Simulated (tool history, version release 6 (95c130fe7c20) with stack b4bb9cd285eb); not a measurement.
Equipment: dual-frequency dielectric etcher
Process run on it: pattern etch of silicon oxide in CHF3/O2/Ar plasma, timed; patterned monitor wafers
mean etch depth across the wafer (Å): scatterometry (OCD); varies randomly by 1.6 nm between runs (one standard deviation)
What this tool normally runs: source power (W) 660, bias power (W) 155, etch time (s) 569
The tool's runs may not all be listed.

run	day	source power (W)	bias power (W)	etch time (s)	read-back reference wafer on the same gauge, depth_nm	mean etch depth across the wafer (Å)
1	0	580	155	569	1030.2	10758
2	0.962	580	155	569	1030.1	10769
3	2.358	660	155	569	1029.9	11136
4	3.733	660	155	569	1030.2	11129
5	4.804	660	155	569	1030.1	11141
6	6.292	660	155	569	1030	11163
# day 7.95: wet clean of the chamber
# day 8.604: upper electrode replaced
7	8.625	720	155	569	1030.2	11144
8	8.646	720	155	569	1030.8	11125
9	8.804	720	155	569	1030	11144
10	9.854	660	125	512.5	1030.1	9196
# day 10.275: gauge calibrated
11	10.617	660	155	569	1029.9	10935
12	11.625	800	143	445.5	1029.8	8757
13	12.483	660	155	569	1029.4	10954
# day 12.85: bias power generator calibrated
14	13.038	660	126	569	1029.8	10276
# day 14.167: source power generator calibrated
15	14.188	750	175	687	1029.5	14176
16	15.167	660	155	569	1030.1	11022
17	16.092	660	184	569	1029.9	11664
18	16.954	530	166	706	1030	13334
19	18.075	780	134	502	1030.5	9680

4 options for the next run, each taken on its own from the tool as it stands now. Forecast them:
A	18.1	660	155	569	?	?
B	18.1	660	170	569	?	?
C	18.1	660	182	569	?	?
D	18.1	660	191	624	?	?

run	read-back reference wafer on the same gauge, depth_nm	mean etch depth across the wafer (Å)
A	1029.9	11029
B	1029.9	11364
C	1029.9	11622
D	1029.9	12952
Stripped of hidden state, with their random variation kept, the same runs would have yielded:
run	mean etch depth across the wafer (Å)
A	10904
B	11235
C	11491
D	12806
